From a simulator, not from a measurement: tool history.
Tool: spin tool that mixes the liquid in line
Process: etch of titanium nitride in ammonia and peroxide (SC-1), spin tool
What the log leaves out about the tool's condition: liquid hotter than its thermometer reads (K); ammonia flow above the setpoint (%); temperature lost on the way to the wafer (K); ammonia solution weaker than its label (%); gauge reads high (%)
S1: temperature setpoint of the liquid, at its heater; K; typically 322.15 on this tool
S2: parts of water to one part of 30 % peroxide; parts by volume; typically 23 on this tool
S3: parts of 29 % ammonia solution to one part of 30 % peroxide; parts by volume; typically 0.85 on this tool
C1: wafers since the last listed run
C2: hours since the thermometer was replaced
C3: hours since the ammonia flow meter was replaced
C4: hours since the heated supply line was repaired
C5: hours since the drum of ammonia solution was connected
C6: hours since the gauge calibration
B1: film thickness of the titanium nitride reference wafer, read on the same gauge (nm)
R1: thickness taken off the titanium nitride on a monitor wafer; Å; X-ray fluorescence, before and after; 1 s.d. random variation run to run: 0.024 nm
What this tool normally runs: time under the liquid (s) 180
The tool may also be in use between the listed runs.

{"run": 1, "hour": 0.0, "S1": 322.15, "S2": 23, "S3": 0.85, "time under the liquid (s)": 180, "C1": 0, "C2": 2258.2, "C3": 836.7, "C4": 1181.7, "C5": 431.4, "C6": 183.8, "B1": 69.991, "R1": 40.98}
{"run": 2, "hour": 16.9, "S1": 322.15, "S2": 23, "S3": 0.85, "time under the liquid (s)": 180, "C1": 130, "C2": 2275.1, "C3": 853.6, "C4": 1198.6, "C5": 448.3, "C6": 200.7, "B1": 69.972, "R1": 40.88}
{"run": 3, "hour": 27.9, "S1": 322.15, "S2": 23, "S3": 0.85, "time under the liquid (s)": 180, "C1": 84, "C2": 2286.1, "C3": 864.6, "C4": 1209.6, "C5": 459.3, "C6": 211.7, "B1": 69.981, "R1": 40.95}
{"hour": 42.9, "done": "thermometer replaced"}
{"run": 4, "hour": 80.1, "S1": 322.15, "S2": 23, "S3": 0.85, "time under the liquid (s)": 180, "C1": 394, "C2": 37.2, "C3": 916.8, "C4": 1261.8, "C5": 511.5, "C6": 263.9, "B1": 69.994, "R1": 34.03}
{"hour": 81.9, "done": "gauge calibrated"}
{"run": 5, "hour": 89.6, "S1": 322.15, "S2": 23, "S3": 0.85, "time under the liquid (s)": 180, "C1": 73, "C2": 46.7, "C3": 926.3, "C4": 1271.3, "C5": 521, "C6": 7.7, "B1": 70.038, "R1": 33.98}
{"hour": 100.2, "done": "heated supply line repaired"}
{"run": 6, "hour": 106.7, "S1": 322.15, "S2": 23, "S3": 0.85, "time under the liquid (s)": 180, "C1": 123, "C2": 63.8, "C3": 943.4, "C4": 6.5, "C5": 538.1, "C6": 24.8, "B1": 69.973, "R1": 39.27}
{"run": 7, "hour": 115.6, "S1": 322.15, "S2": 23, "S3": 0.85, "time under the liquid (s)": 180, "C1": 68, "C2": 72.7, "C3": 952.3, "C4": 15.4, "C5": 547, "C6": 33.7, "B1": 70.019, "R1": 39.43}
{"run": 8, "hour": 122.1, "S1": 322.15, "S2": 23, "S3": 0.85, "time under the liquid (s)": 180, "C1": 50, "C2": 79.2, "C3": 958.8, "C4": 21.9, "C5": 553.5, "C6": 40.2, "B1": 70.006, "R1": 38.98}
{"run": 9, "hour": 136.8, "S1": 330.65, "S2": 15, "S3": 1.1, "time under the liquid (s)": 290, "C1": 113, "C2": 93.9, "C3": 973.5, "C4": 36.6, "C5": 568.2, "C6": 54.9, "B1": 69.97, "R1": 149.5}
{"run": 10, "hour": 146.2, "S1": 322.15, "S2": 23, "S3": 0.85, "time under the liquid (s)": 180, "C1": 72, "C2": 103.3, "C3": 982.9, "C4": 46, "C5": 577.6, "C6": 64.3, "B1": 70.012, "R1": 39.09}
{"run": 11, "hour": 156.5, "S1": 322.15, "S2": 23, "S3": 0.85, "time under the liquid (s)": 180, "C1": 79, "C2": 113.6, "C3": 993.2, "C4": 56.3, "C5": 587.9, "C6": 74.6, "B1": 70.028, "R1": 39.16}
{"hour": 163.7, "done": "ammonia flow meter replaced"}
{"run": 12, "hour": 169.4, "S1": 322.15, "S2": 23, "S3": 0.85, "time under the liquid (s)": 180, "C1": 91, "C2": 126.5, "C3": 5.7, "C4": 69.2, "C5": 600.8, "C6": 87.5, "B1": 69.971, "R1": 39.15}
{"run": 13, "hour": 182.4, "S1": 322.15, "S2": 16, "S3": 0.6, "time under the liquid (s)": 95, "C1": 100, "C2": 139.5, "C3": 18.7, "C4": 82.2, "C5": 613.8, "C6": 100.5, "B1": 70.013, "R1": 23.41}
{"run": 14, "hour": 190.6, "S1": 322.15, "S2": 20, "S3": 0.85, "time under the liquid (s)": 180, "C1": 63, "C2": 147.7, "C3": 26.9, "C4": 90.4, "C5": 622, "C6": 108.7, "B1": 70.003, "R1": 42.27}
{"hour": 196.7, "done": "new drum of ammonia solution connected"}
{"run": 15, "hour": 199.6, "S1": 315.65, "S2": 30.5, "S3": 0.85, "time under the liquid (s)": 95, "C1": 61, "C2": 156.7, "C3": 35.9, "C4": 99.4, "C5": 2.9, "C6": 117.7, "B1": 69.978, "R1": 11.06}
{"run": 16, "hour": 212.6, "S1": 322.15, "S2": 19, "S3": 1.2, "time under the liquid (s)": 140, "C1": 100, "C2": 169.7, "C3": 48.9, "C4": 112.4, "C5": 15.9, "C6": 130.7, "B1": 70.007, "R1": 35.62}
{"run": 17, "hour": 224.4, "S1": 322.15, "S2": 19, "S3": 1.2, "time under the liquid (s)": 140, "C1": 90, "C2": 181.5, "C3": 60.7, "C4": 124.2, "C5": 27.7, "C6": 142.5, "B1": 70.026, "R1": 35.82}
{"run": 18, "hour": 234.4, "S1": 330.65, "S2": 23, "S3": 1.1, "time under the liquid (s)": 100, "C1": 76, "C2": 191.5, "C3": 70.7, "C4": 134.2, "C5": 37.7, "C6": 152.5, "B1": 69.985, "R1": 40.6}
{"run": 19, "hour": 245.8, "S1": 322.15, "S2": 23, "S3": 0.85, "time under the liquid (s)": 220, "C1": 87, "C2": 202.9, "C3": 82.1, "C4": 145.6, "C5": 49.1, "C6": 163.9, "B1": 70.016, "R1": 47.59}
{"run": 20, "hour": 260.9, "S1": 313.15, "S2": 19, "S3": 1.05, "time under the liquid (s)": 275, "C1": 116, "C2": 218, "C3": 97.2, "C4": 160.7, "C5": 64.2, "C6": 179, "B1": 69.993, "R1": 35.66}
{"run": 21, "hour": 277.5, "S1": 322.15, "S2": 23, "S3": 0.85, "time under the liquid (s)": 180, "C1": 127, "C2": 234.6, "C3": 113.8, "C4": 177.3, "C5": 80.8, "C6": 195.6, "B1": 69.979, "R1": 38.99}

Predict the results of run 22:
{"run": 22, "hour": 288.7, "S1": 322.15, "S2": 18, "S3": 0.85, "time under the liquid (s)": 220, "C1": 86, "C2": 245.8, "C3": 125, "C4": 188.5, "C5": 92, "C6": 206.8, "B1": "?", "R1": "?"}

{"run 22": {"B1": 69.981, "R1": 54.32}}
Without the tool's hidden state the same run would have given R1 55.01 Å.
